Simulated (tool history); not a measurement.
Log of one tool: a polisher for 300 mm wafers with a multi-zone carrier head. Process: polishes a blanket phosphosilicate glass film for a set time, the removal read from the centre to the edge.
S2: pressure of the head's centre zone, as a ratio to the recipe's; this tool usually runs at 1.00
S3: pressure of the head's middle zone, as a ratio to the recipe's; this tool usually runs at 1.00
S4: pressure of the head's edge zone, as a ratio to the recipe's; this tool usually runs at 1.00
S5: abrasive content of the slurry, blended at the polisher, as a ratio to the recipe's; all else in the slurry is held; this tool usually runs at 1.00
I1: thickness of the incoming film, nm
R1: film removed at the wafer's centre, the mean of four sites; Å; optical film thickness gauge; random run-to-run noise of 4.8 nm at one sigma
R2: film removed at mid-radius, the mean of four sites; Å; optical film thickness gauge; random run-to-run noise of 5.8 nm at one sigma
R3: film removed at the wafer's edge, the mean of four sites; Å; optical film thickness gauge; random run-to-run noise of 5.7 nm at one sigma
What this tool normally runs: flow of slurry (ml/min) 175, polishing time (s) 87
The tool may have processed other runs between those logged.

run 1 hour=0.0 | flow_of_slurry_(ml/min)=175 S2=1.00 S3=1.00 S4=1.00 S5=1.00 polishing_time_(s)=87 | I1=4699.7 | R1=6119 R2=6109 R3=6158
run 2 hour=7.2 | flow_of_slurry_(ml/min)=200 S2=1.00 S3=0.94 S4=1.00 S5=1.00 polishing_time_(s)=87 | I1=4670.5 | R1=6124 R2=5986 R3=6213
-- hour=22.5 centre zone pressure recalibrated
run 3 hour=23.0 | flow_of_slurry_(ml/min)=175 S2=0.97 S3=1.00 S4=1.00 S5=1.00 polishing_time_(s)=96 | I1=4637.8 | R1=6329 R2=6881 R3=6672
-- hour=39.0 edge zone pressure recalibrated
run 4 hour=57.7 | flow_of_slurry_(ml/min)=175 S2=1.05 S3=0.95 S4=1.09 S5=1.00 polishing_time_(s)=75 | I1=4567.4 | R1=5286 R2=5005 R3=5351
-- hour=70.9 carrier head's membrane replaced by a new one
run 5 hour=74.5 | flow_of_slurry_(ml/min)=175 S2=1.00 S3=1.00 S4=1.00 S5=1.00 polishing_time_(s)=87 | I1=4704.5 | R1=5824 R2=6009 R3=5955
run 6 hour=87.8 | flow_of_slurry_(ml/min)=175 S2=1.00 S3=1.00 S4=1.00 S5=1.00 polishing_time_(s)=87 | I1=4676.2 | R1=5850 R2=6039 R3=5889
run 7 hour=95.1 | flow_of_slurry_(ml/min)=175 S2=1.00 S3=1.00 S4=1.07 S5=1.00 polishing_time_(s)=63 | I1=4673.7 | R1=4244 R2=4274 R3=4416
run 8 hour=103.0 | flow_of_slurry_(ml/min)=175 S2=1.00 S3=1.00 S4=1.00 S5=1.00 polishing_time_(s)=87 | I1=4672.5 | R1=5715 R2=5757 R3=5807
run 9 hour=118.3 | flow_of_slurry_(ml/min)=175 S2=1.00 S3=1.00 S4=1.00 S5=1.00 polishing_time_(s)=87 | I1=4642.7 | R1=5705 R2=5805 R3=5732
-- hour=124.9 worn pad replaced by a new one
run 10 hour=125.4 | flow_of_slurry_(ml/min)=175 S2=0.96 S3=0.90 S4=1.00 S5=1.00 polishing_time_(s)=87 | I1=4648.3 | R1=5901 R2=5716 R3=6312
run 11 hour=137.0 | flow_of_slurry_(ml/min)=195 S2=1.00 S3=1.05 S4=1.05 S5=1.00 polishing_time_(s)=87 | I1=4702.8 | R1=6258 R2=6644 R3=6368
run 12 hour=151.2 | flow_of_slurry_(ml/min)=175 S2=1.03 S3=1.00 S4=1.00 S5=0.90 polishing_time_(s)=87 | I1=4616.2 | R1=6039 R2=5980 R3=5922
run 13 hour=162.2 | flow_of_slurry_(ml/min)=120 S2=1.08 S3=1.00 S4=1.00 S5=1.00 polishing_time_(s)=102 | I1=4565.9 | R1=6986 R2=6647 R3=6808
run 14 hour=172.9 | flow_of_slurry_(ml/min)=175 S2=1.00 S3=1.00 S4=1.00 S5=1.00 polishing_time_(s)=87 | I1=4673.0 | R1=6044 R2=6094 R3=6054
run 15 hour=189.4 | flow_of_slurry_(ml/min)=195 S2=1.06 S3=0.90 S4=1.00 S5=0.85 polishing_time_(s)=87 | I1=4692.0 | R1=6142 R2=5414 R3=5867
-- hour=190.5 slurry nozzle cleaned
run 16 hour=241.5 | flow_of_slurry_(ml/min)=175 S2=0.93 S3=1.00 S4=1.00 S5=1.25 polishing_time_(s)=58 | I1=4644.1 | R1=3867 R2=4192 R3=4205
run 17 hour=251.9 | flow_of_slurry_(ml/min)=175 S2=1.00 S3=1.11 S4=1.06 S5=0.85 polishing_time_(s)=87 | I1=4634.3 | R1=5449 R2=6237 R3=5665
run 18 hour=267.4 | flow_of_slurry_(ml/min)=130 S2=1.00 S3=1.00 S4=1.00 S5=1.00 polishing_time_(s)=63 | I1=4586.3 | R1=3900 R2=3962 R3=4084
run 19 hour=276.2 | flow_of_slurry_(ml/min)=160 S2=1.00 S3=1.00 S4=1.00 S5=1.00 polishing_time_(s)=87 | I1=4550.7 | R1=5717 R2=5764 R3=5815
-- hour=287.7 worn pad replaced by a new one
run 20 hour=288.2 | flow_of_slurry_(ml/min)=145 S2=1.00 S3=1.00 S4=0.93 S5=1.00 polishing_time_(s)=87 | I1=4616.9 | R1=5868 R2=5991 R3=5800
run 21 hour=304.1 | flow_of_slurry_(ml/min)=215 S2=1.00 S3=1.00 S4=1.00 S5=1.00 polishing_time_(s)=87 | I1=4660.4 | R1=6373 R2=6420 R3=6305

Alternative continuations, all from the tool just after run 21; predict every row:
run A hour=304.5 | flow_of_slurry_(ml/min)=175 S2=1.00 S3=1.00 S4=1.00 S5=1.00 polishing_time_(s)=87 | I1=4667.1 | R1=? R2=? R3=?
run B hour=304.5 | flow_of_slurry_(ml/min)=175 S2=1.00 S3=1.00 S4=1.00 S5=1.00 polishing_time_(s)=72 | I1=4667.1 | R1=? R2=? R3=?
run C hour=304.5 | flow_of_slurry_(ml/min)=175 S2=1.00 S3=1.06 S4=1.00 S5=1.00 polishing_time_(s)=106 | I1=4667.1 | R1=? R2=? R3=?
run D hour=304.5 | flow_of_slurry_(ml/min)=175 S2=0.95 S3=1.00 S4=1.00 S5=1.00 polishing_time_(s)=87 | I1=4667.1 | R1=? R2=? R3=?

run=A R1=6102 R2=6256 R3=6244
run=B R1=5050 R2=5177 R3=5168
run=C R1=7438 R2=8008 R3=7602
run=D R1=5795 R2=6257 R3=6244
Had the tool no hidden state, the same runs would have come out as:
run=A R1=6170 R2=6325 R3=6313
run=B R1=5106 R2=5234 R3=5225
run=C R1=7520 R2=8097 R3=7686
run=D R1=5859 R2=6327 R3=6313

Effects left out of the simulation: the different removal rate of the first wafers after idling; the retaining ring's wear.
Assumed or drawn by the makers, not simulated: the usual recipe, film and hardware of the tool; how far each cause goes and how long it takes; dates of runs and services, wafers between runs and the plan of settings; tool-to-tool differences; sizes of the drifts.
